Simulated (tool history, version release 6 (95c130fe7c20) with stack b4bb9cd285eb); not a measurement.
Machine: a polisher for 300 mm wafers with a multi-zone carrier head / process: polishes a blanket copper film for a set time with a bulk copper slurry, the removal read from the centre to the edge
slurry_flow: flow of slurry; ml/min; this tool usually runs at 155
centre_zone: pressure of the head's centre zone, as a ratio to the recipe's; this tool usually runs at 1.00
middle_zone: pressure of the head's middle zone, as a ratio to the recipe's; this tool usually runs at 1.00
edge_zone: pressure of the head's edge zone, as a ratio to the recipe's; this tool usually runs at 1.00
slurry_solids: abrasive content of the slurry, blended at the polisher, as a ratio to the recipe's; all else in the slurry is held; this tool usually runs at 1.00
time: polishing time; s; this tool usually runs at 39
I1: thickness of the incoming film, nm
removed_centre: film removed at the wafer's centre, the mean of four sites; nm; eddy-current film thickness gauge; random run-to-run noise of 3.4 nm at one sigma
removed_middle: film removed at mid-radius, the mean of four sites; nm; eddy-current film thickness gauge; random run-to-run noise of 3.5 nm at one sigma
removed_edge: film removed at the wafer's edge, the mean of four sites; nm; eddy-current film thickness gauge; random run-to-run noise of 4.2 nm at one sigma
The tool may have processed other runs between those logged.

{"run": 1, "hour": 0.0, "slurry_flow": 155, "centre_zone": 1.0, "middle_zone": 1.0, "edge_zone": 1.0, "slurry_solids": 1.0, "time": 39, "I1": 4735.3, "removed_centre": 297.2, "removed_middle": 285.4, "removed_edge": 282.0}
{"hour": 27.6, "done": "edge zone pressure recalibrated"}
{"hour": 55.8, "done": "slurry nozzle cleaned"}
{"run": 2, "hour": 71.2, "slurry_flow": 155, "centre_zone": 1.0, "middle_zone": 1.0, "edge_zone": 1.0, "slurry_solids": 1.0, "time": 39, "I1": 4690.2, "removed_centre": 292.0, "removed_middle": 281.8, "removed_edge": 267.0}
{"run": 3, "hour": 102.3, "slurry_flow": 155, "centre_zone": 1.0, "middle_zone": 1.0, "edge_zone": 1.0, "slurry_solids": 1.0, "time": 39, "I1": 4718.0, "removed_centre": 294.3, "removed_middle": 273.9, "removed_edge": 265.7}
{"hour": 132.7, "done": "worn pad replaced by a new one"}
{"hour": 140.5, "done": "centre zone pressure recalibrated"}
{"hour": 142.1, "done": "carrier head's membrane replaced by a new one"}
{"run": 4, "hour": 142.6, "slurry_flow": 155, "centre_zone": 0.93, "middle_zone": 1.0, "edge_zone": 1.0, "slurry_solids": 1.0, "time": 39, "I1": 4741.9, "removed_centre": 283.8, "removed_middle": 288.4, "removed_edge": 283.6}
{"run": 5, "hour": 172.6, "slurry_flow": 155, "centre_zone": 0.93, "middle_zone": 1.0, "edge_zone": 1.0, "slurry_solids": 1.0, "time": 39, "I1": 4786.0, "removed_centre": 276.3, "removed_middle": 293.2, "removed_edge": 288.5}
{"run": 6, "hour": 214.6, "slurry_flow": 155, "centre_zone": 1.0, "middle_zone": 1.0, "edge_zone": 0.91, "slurry_solids": 1.0, "time": 39, "I1": 4737.8, "removed_centre": 289.3, "removed_middle": 288.4, "removed_edge": 275.5}
{"run": 7, "hour": 275.8, "slurry_flow": 125, "centre_zone": 0.95, "middle_zone": 0.88, "edge_zone": 1.1, "slurry_solids": 1.0, "time": 39, "I1": 4706.9, "removed_centre": 265.2, "removed_middle": 254.7, "removed_edge": 286.6}
{"run": 8, "hour": 312.0, "slurry_flow": 155, "centre_zone": 1.06, "middle_zone": 1.0, "edge_zone": 1.0, "slurry_solids": 0.8, "time": 51, "I1": 4740.0, "removed_centre": 375.1, "removed_middle": 345.2, "removed_edge": 351.0}
{"run": 9, "hour": 351.0, "slurry_flow": 130, "centre_zone": 1.11, "middle_zone": 1.0, "edge_zone": 1.09, "slurry_solids": 1.0, "time": 39, "I1": 4628.1, "removed_centre": 286.9, "removed_middle": 265.6, "removed_edge": 280.8}
{"run": 10, "hour": 417.0, "slurry_flow": 155, "centre_zone": 1.0, "middle_zone": 1.0, "edge_zone": 1.0, "slurry_solids": 1.0, "time": 39, "I1": 4778.7, "removed_centre": 271.7, "removed_middle": 263.4, "removed_edge": 262.9}
{"hour": 433.1, "done": "worn pad replaced by a new one"}
{"run": 11, "hour": 446.5, "slurry_flow": 155, "centre_zone": 1.0, "middle_zone": 1.0, "edge_zone": 1.0, "slurry_solids": 0.85, "time": 39, "I1": 4743.2, "removed_centre": 292.4, "removed_middle": 286.3, "removed_edge": 286.7}
{"run": 12, "hour": 481.8, "slurry_flow": 110, "centre_zone": 1.0, "middle_zone": 0.96, "edge_zone": 1.0, "slurry_solids": 1.0, "time": 43, "I1": 4721.2, "removed_centre": 316.9, "removed_middle": 294.9, "removed_edge": 303.8}
{"run": 13, "hour": 508.0, "slurry_flow": 155, "centre_zone": 1.03, "middle_zone": 0.88, "edge_zone": 1.0, "slurry_solids": 1.1, "time": 39, "I1": 4745.7, "removed_centre": 320.4, "removed_middle": 273.1, "removed_edge": 296.7}
{"hour": 695.5, "done": "centre zone pressure recalibrated"}
{"run": 14, "hour": 699.4, "slurry_flow": 155, "centre_zone": 1.0, "middle_zone": 1.0, "edge_zone": 1.0, "slurry_solids": 0.8, "time": 46, "I1": 4781.0, "removed_centre": 301.3, "removed_middle": 300.3, "removed_edge": 302.7}
{"run": 15, "hour": 755.8, "slurry_flow": 155, "centre_zone": 1.0, "middle_zone": 1.0, "edge_zone": 1.0, "slurry_solids": 1.0, "time": 39, "I1": 4767.4, "removed_centre": 257.0, "removed_middle": 251.8, "removed_edge": 256.8}
{"hour": 773.6, "done": "worn pad replaced by a new one"}
{"hour": 799.5, "done": "slurry nozzle cleaned"}
{"run": 16, "hour": 810.3, "slurry_flow": 100, "centre_zone": 0.95, "middle_zone": 1.0, "edge_zone": 1.0, "slurry_solids": 1.0, "time": 39, "I1": 4753.1, "removed_centre": 255.1, "removed_middle": 261.5, "removed_edge": 271.8}
{"run": 17, "hour": 838.0, "slurry_flow": 155, "centre_zone": 1.0, "middle_zone": 1.0, "edge_zone": 1.0, "slurry_solids": 1.0, "time": 39, "I1": 4779.3, "removed_centre": 281.4, "removed_middle": 280.7, "removed_edge": 287.6}
{"run": 18, "hour": 885.9, "slurry_flow": 155, "centre_zone": 1.0, "middle_zone": 1.0, "edge_zone": 1.0, "slurry_solids": 1.0, "time": 39, "I1": 4698.9, "removed_centre": 275.1, "removed_middle": 285.4, "removed_edge": 273.0}
{"run": 19, "hour": 954.5, "slurry_flow": 155, "centre_zone": 1.0, "middle_zone": 1.0, "edge_zone": 1.0, "slurry_solids": 1.0, "time": 39, "I1": 4726.9, "removed_centre": 274.3, "removed_middle": 270.4, "removed_edge": 277.6}
{"run": 20, "hour": 1012.9, "slurry_flow": 155, "centre_zone": 1.0, "middle_zone": 1.0, "edge_zone": 1.0, "slurry_solids": 1.0, "time": 39, "I1": 4770.1, "removed_centre": 272.5, "removed_middle": 268.2, "removed_edge": 261.8}
{"run": 21, "hour": 1062.3, "slurry_flow": 155, "centre_zone": 0.89, "middle_zone": 1.12, "edge_zone": 1.0, "slurry_solids": 1.2, "time": 52, "I1": 4690.1, "removed_centre": 331.3, "removed_middle": 379.7, "removed_edge": 355.5}

Here are 4 independent what-if runs from the current tool condition. What would each one return?
{"run": "A", "hour": 1062.7, "slurry_flow": 155, "centre_zone": 1.0, "middle_zone": 1.0, "edge_zone": 1.0, "slurry_solids": 1.0, "time": 39, "I1": 4764.6, "removed_centre": "?", "removed_middle": "?", "removed_edge": "?"}
{"run": "B", "hour": 1062.7, "slurry_flow": 110, "centre_zone": 1.09, "middle_zone": 1.0, "edge_zone": 0.89, "slurry_solids": 1.0, "time": 39, "I1": 4764.6, "removed_centre": "?", "removed_middle": "?", "removed_edge": "?"}
{"run": "C", "hour": 1062.7, "slurry_flow": 155, "centre_zone": 0.9, "middle_zone": 0.96, "edge_zone": 0.89, "slurry_solids": 1.0, "time": 39, "I1": 4764.6, "removed_centre": "?", "removed_middle": "?", "removed_edge": "?"}
{"run": "D", "hour": 1062.7, "slurry_flow": 155, "centre_zone": 1.0, "middle_zone": 1.11, "edge_zone": 1.0, "slurry_solids": 1.0, "time": 50, "I1": 4764.6, "removed_centre": "?", "removed_middle": "?", "removed_edge": "?"}

run=A removed_centre=264.9 removed_middle=254.5 removed_edge=252.9
run=B removed_centre=263.6 removed_middle=241.0 removed_edge=230.4
run=C removed_centre=247.6 removed_middle=248.5 removed_edge=239.5
run=D removed_centre=339.8 removed_middle=348.0 removed_edge=323.9
Had the tool no hidden state, the same runs would have come out as:
run=A removed_centre=293.2 removed_middle=291.2 removed_edge=289.3
run=B removed_centre=291.8 removed_middle=275.7 removed_edge=263.5
run=C removed_centre=274.0 removed_middle=284.3 removed_edge=274.0
run=D removed_centre=376.1 removed_middle=398.1 removed_edge=370.5

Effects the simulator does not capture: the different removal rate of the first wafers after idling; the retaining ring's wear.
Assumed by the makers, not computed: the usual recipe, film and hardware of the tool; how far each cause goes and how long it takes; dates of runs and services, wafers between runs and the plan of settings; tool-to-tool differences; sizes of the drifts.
